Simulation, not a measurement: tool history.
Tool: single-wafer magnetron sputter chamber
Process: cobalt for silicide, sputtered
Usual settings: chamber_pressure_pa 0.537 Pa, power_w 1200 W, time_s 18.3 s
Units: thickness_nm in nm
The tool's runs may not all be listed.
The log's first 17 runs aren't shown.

run   hour  chamber_pressure_pa  power_w  time_s  wafers since the last listed run  wafers on the sputter target  hours since the last manometer calibration  hours since the magnet pack was replaced  hours since the gauge calibration  read-back reference wafer on the same gauge, thickness_nm  thickness_nm
 18  241.7                0.537     1200    18.3                               249                          2152                                      1947.7                                     147.2                              452.9                                                     12.405        10.491
 19  254.8                0.460     1200    20.1                               282                          2434                                      1960.8                                     160.3                              466.0                                                     12.392        11.688
     276.2  -- capacitance manometer re-zeroed and calibrated
 20  276.7                0.537     1200    18.3                               299                          2734                                         0.5                                     182.2                              487.9                                                     12.399        10.261
 21  296.7                0.439     1450    20.3                               430                          3165                                        20.5                                     202.2                              507.9                                                     12.395        13.685
 22  311.9                0.537     1200    18.3                               327                          3492                                        35.7                                     217.4                              523.1                                                     12.397        10.250
 23  328.8                0.398      950    20.8                               364                          3856                                        52.6                                     234.3                              540.0                                                     12.401         9.941
     329.4  -- gauge calibrated
 24  339.5                0.537     1200    18.3                               230                          4087                                        63.3                                     245.0                               10.1                                                     12.403        10.211
 25  352.6                0.537     1200    18.3                               282                          4369                                        76.4                                     258.1                               23.2                                                     12.404        10.264
 26  376.1                0.734     1200    18.3                               506                          4875                                        99.9                                     281.6                               46.7                                                     12.400         9.766
 27  389.9                0.537     1200    18.3                               297                          5173                                       113.7                                     295.4                               60.5                                                     12.395        10.239
 28  398.7                0.537     1200    21.7                               189                          5362                                       122.5                                     304.2                               69.3                                                     12.407        12.129

The next listed run, before its measurement:
 29  416.3                0.378     1200    17.1                               379                          5742                                       140.1                                     321.8                               86.9                                                          ?             ?

read-back reference wafer on the same gauge, thickness_nm: 12.395
thickness_nm: 9.942 nm
Without the tool's hidden state the same run would have given thickness_nm 10.055 nm.

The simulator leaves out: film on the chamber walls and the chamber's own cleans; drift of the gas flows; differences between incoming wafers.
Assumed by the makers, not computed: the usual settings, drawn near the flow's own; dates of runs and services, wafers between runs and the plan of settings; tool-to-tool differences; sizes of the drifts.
